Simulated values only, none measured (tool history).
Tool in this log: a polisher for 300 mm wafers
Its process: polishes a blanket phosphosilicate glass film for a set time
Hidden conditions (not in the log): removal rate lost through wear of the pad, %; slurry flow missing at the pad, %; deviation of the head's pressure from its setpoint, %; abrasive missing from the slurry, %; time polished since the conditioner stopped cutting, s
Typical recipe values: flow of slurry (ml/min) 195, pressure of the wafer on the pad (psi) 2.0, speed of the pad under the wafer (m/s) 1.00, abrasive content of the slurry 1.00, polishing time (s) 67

run,day,flow of slurry (ml/min),pressure of the wafer on the pad (psi),speed of the pad under the wafer (m/s),abrasive content of the slurry,polishing time (s),wafers since the last listed run,wafers polished on this pad,hours since the slurry nozzle was cleaned,hours since the head pressure was calibrated,hours since the slurry blender was calibrated,hours since the conditioning disc was replaced,"incoming thickness of the incoming film, nm",film removed (angstrom)
1,0.000,195,2.0,1.00,1.00,67,0,76,457.4,179.8,180.5,536.3,3160.2,3032
# day 0.392: conditioning disc replaced and pad reconditioned
# day 1.800: slurry blender recalibrated
2,2.679,195,2.0,1.00,1.00,67,612,689,521.7,244.1,21.1,54.9,3090.8,3055
3,5.329,195,2.0,1.00,1.00,67,646,1335,585.3,307.7,84.7,118.5,3104.6,2915
4,6.508,195,2.0,1.00,1.20,67,287,1623,613.6,336.0,113.0,146.8,3132.3,3335
# day 7.512: worn pad replaced by a new one
5,8.875,195,2.0,1.00,1.20,67,536,331,670.4,392.8,169.8,203.6,3162.2,3393
6,10.650,195,2.0,1.00,1.00,67,432,764,713.0,435.4,212.4,246.2,3115.5,2952
# day 11.525: slurry blender recalibrated
7,12.550,195,2.0,1.00,1.00,67,443,1208,758.6,481.0,24.6,291.8,3095.5,2973
8,14.900,195,2.0,1.00,1.00,67,573,1781,815.0,537.4,81.0,348.2,3086.3,2871
# day 15.254: worn pad replaced by a new one
9,16.500,195,2.0,1.00,1.00,60,349,303,853.4,575.8,119.4,386.6,3112.8,2579
# day 17.342: slurry nozzle cleaned
10,19.250,140,2.0,1.00,1.00,67,660,964,45.8,641.8,185.4,452.6,3112.0,2910
# day 21.650: worn pad replaced by a new one
# day 21.667: slurry blender recalibrated
11,22.238,160,1.7,1.34,1.20,67,684,139,117.5,713.5,13.7,524.3,3129.0,3600
12,23.612,145,2.0,1.00,1.00,67,335,474,150.5,746.5,46.7,557.3,3143.5,2991
# day 24.529: conditioning disc replaced and pad reconditioned
# day 24.862: head pressure recalibrated
13,25.812,175,2.0,1.10,1.25,90,495,970,203.3,22.8,99.5,30.8,3042.0,4917
14,27.212,195,1.8,1.00,0.80,67,341,1312,236.9,56.4,133.1,64.4,3139.3,2223
# day 28.533: worn pad replaced by a new one
15,29.829,155,2.6,1.32,1.00,51,597,316,299.7,119.2,195.9,127.2,3113.8,3509
# day 31.729: slurry blender recalibrated
16,31.808,195,2.0,1.00,1.00,67,462,778,347.2,166.7,1.9,174.7,3094.8,3113
17,34.162,195,2.0,1.00,1.00,67,574,1353,403.7,223.2,58.4,231.2,3066.1,3016
# day 36.171: worn pad replaced by a new one
18,36.367,195,1.6,1.00,1.00,67,496,47,456.6,276.1,111.3,284.1,3054.2,2469
19,37.500,195,1.8,1.00,1.00,56,276,324,483.8,303.3,138.5,311.3,3143.5,2305

Alternative continuations, all from the tool just after run 19; predict every row:
A,37.517,195,2.0,1.00,1.00,74,4,328,484.2,303.7,138.9,311.7,3130.0,?
B,37.517,195,2.7,1.30,0.85,51,4,328,484.2,303.7,138.9,311.7,3130.0,?
C,37.517,235,2.2,0.82,1.00,75,4,328,484.2,303.7,138.9,311.7,3130.0,?
D,37.517,195,2.0,1.28,1.00,67,4,328,484.2,303.7,138.9,311.7,3130.0,?

run,film removed (angstrom)
A,3409
B,3308
C,3410
D,3679
Stripped of hidden state, with their random variation kept, the same runs would have yielded:
run,film removed (angstrom)
A,3486
B,3383
C,3473
D,3762
